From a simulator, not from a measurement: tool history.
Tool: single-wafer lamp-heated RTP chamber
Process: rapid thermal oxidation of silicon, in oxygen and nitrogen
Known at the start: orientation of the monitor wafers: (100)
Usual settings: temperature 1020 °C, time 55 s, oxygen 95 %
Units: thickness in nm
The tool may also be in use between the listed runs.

| run | hour | temperature | time | oxygen | wafers since the last listed run | wafers since the last pyrometer calibration | hours since the oxygen flow controller was replaced | hours since the gauge calibration | read-back reference wafer on the same gauge, thickness | thickness |
|---|---|---|---|---|---|---|---|---|---|---|
| 1 | 0 | 1020 | 55 | 95 | 0 | 2521 | 4482 | 79.8 | 5.779 | 6.667 |
| 2 | 11.9 | 1020 | 77 | 95 | 88 | 2609 | 4493.9 | 91.7 | 5.778 | 7.769 |
| 3 | 24.1 | 1020 | 77 | 95 | 90 | 2700 | 4506.1 | 103.9 | 5.78 | 7.754 |
| 4 | 35 | 1020 | 55 | 98 | 80 | 2781 | 4517 | 114.8 | 5.78 | 6.763 |
| 5 | 50.8 | 1020 | 55 | 98 | 117 | 2898 | 4532.8 | 130.6 | 5.777 | 6.762 |
| 6 | 63.9 | 1020 | 63 | 98 | 97 | 2995 | 4545.9 | 143.7 | 5.783 | 7.181 |
| 7 | 77.1 | 1020 | 55 | 95 | 97 | 3093 | 4559.1 | 156.9 | 5.776 | 6.667 |
| 8 | 91.7 | 1020 | 55 | 95 | 108 | 3201 | 4573.7 | 171.5 | 5.776 | 6.68 |
| 9 | 106.1 | 1020 | 55 | 95 | 106 | 3308 | 4588.1 | 185.9 | 5.78 | 6.67 |
| 10 | 119.2 | 1013 | 55 | 95 | 97 | 3405 | 4601.2 | 199 | 5.779 | 6.355 |
| 11 | 132.7 | 1013 | 55 | 95 | 100 | 3505 | 4614.7 | 212.5 | 5.779 | 6.36 |
| 12 | 179.8 | 1029 | 55 | 95 | 349 | 3855 | 4661.8 | 259.6 | 5.782 | 7.132 |
| 13 | 196.4 | 1029 | 55 | 95 | 123 | 3978 | 4678.4 | 276.2 | 5.779 | 7.132 |
| 14 | 209.4 | 1029 | 55 | 95 | 96 | 4074 | 4691.4 | 289.2 | 5.775 | 7.124 |
| 15 | 224 | 1020 | 55 | 95 | 108 | 4182 | 4706 | 303.8 | 5.781 | 6.69 |
|  | 224.2 | gauge calibrated |
| 16 | 244.3 | 1020 | 55 | 95 | 150 | 4333 | 4726.3 | 20.1 | 5.775 | 6.698 |
| 17 | 255.8 | 1029 | 46 | 98 | 85 | 4418 | 4737.8 | 31.6 | 5.779 | 6.664 |
| 18 | 263.1 | 1020 | 55 | 95 | 54 | 4472 | 4745.1 | 38.9 | 5.776 | 6.689 |
|  | 272.8 | pyrometer window cleaned and pyrometer calibrated |
| 19 | 278.5 | 1020 | 55 | 95 | 54 | 42 | 4760.5 | 54.3 | 5.777 | 6.609 |
| 20 | 286.7 | 1003 | 67 | 98 | 60 | 103 | 4768.7 | 62.5 | 5.785 | 6.428 |
|  | 307.5 | oxygen flow controller replaced |
| 21 | 308 | 1040 | 55 | 98 | 98 | 201 | 0.5 | 83.8 | 5.778 | 7.686 |
| 22 | 315.8 | 1020 | 32 | 72 | 57 | 259 | 8.3 | 91.6 | 5.778 | 4.762 |
| 23 | 332.3 | 997 | 38 | 70 | 122 | 382 | 24.8 | 108.1 | 5.781 | 4.347 |
| 24 | 340 | 997 | 39 | 70 | 57 | 439 | 32.5 | 115.8 | 5.775 | 4.388 |
| 25 | 350 | 1020 | 55 | 87 | 74 | 513 | 42.5 | 125.8 | 5.782 | 6.43 |
| 26 | 365.5 | 1003 | 55 | 98 | 114 | 628 | 58 | 141.3 | 5.782 | 5.941 |
| 27 | 378.3 | 1020 | 55 | 95 | 94 | 723 | 70.8 | 154.1 | 5.778 | 6.643 |
| 28 | 392 | 1029 | 55 | 95 | 101 | 824 | 84.5 | 167.8 | 5.779 | 7.072 |
| 29 | 406 | 1006 | 55 | 95 | 103 | 928 | 98.5 | 181.8 | 5.78 | 6.013 |
| 30 | 420.8 | 1020 | 55 | 87 | 109 | 1038 | 113.3 | 196.6 | 5.779 | 6.454 |
| 31 | 433.9 | 999 | 76 | 76 | 97 | 1135 | 126.4 | 209.7 | 5.779 | 6.112 |
| 32 | 448.4 | 997 | 33 | 98 | 107 | 1243 | 140.9 | 224.2 | 5.778 | 4.599 |
| 33 | 457.4 | 1020 | 55 | 95 | 66 | 1309 | 149.9 | 233.2 | 5.777 | 6.671 |

5 ways to go on from here, each from the tool as it stands after run 33. What would each give?
| A | 457.8 | 1020 | 30 | 95 | 2 | 1312 | 150.3 | 233.6 | ? | ? |
| B | 457.8 | 1045 | 55 | 82 | 2 | 1312 | 150.3 | 233.6 | ? | ? |
| C | 457.8 | 1003 | 55 | 95 | 2 | 1312 | 150.3 | 233.6 | ? | ? |
| D | 457.8 | 996 | 40 | 68 | 2 | 1312 | 150.3 | 233.6 | ? | ? |
| E | 457.8 | 1049 | 55 | 95 | 2 | 1312 | 150.3 | 233.6 | ? | ? |

| run | read-back reference wafer on the same gauge, thickness | thickness |
|---|---|---|
| A | 5.782 | 5.151 |
| B | 5.782 | 7.562 |
| C | 5.782 | 5.918 |
| D | 5.782 | 4.396 |
| E | 5.782 | 8.191 |
Without the tool's hidden state the same runs would have given:
| run | thickness |
|---|---|
| A | 5.094 |
| B | 7.478 |
| C | 5.849 |
| D | 4.348 |
| E | 8.1 |
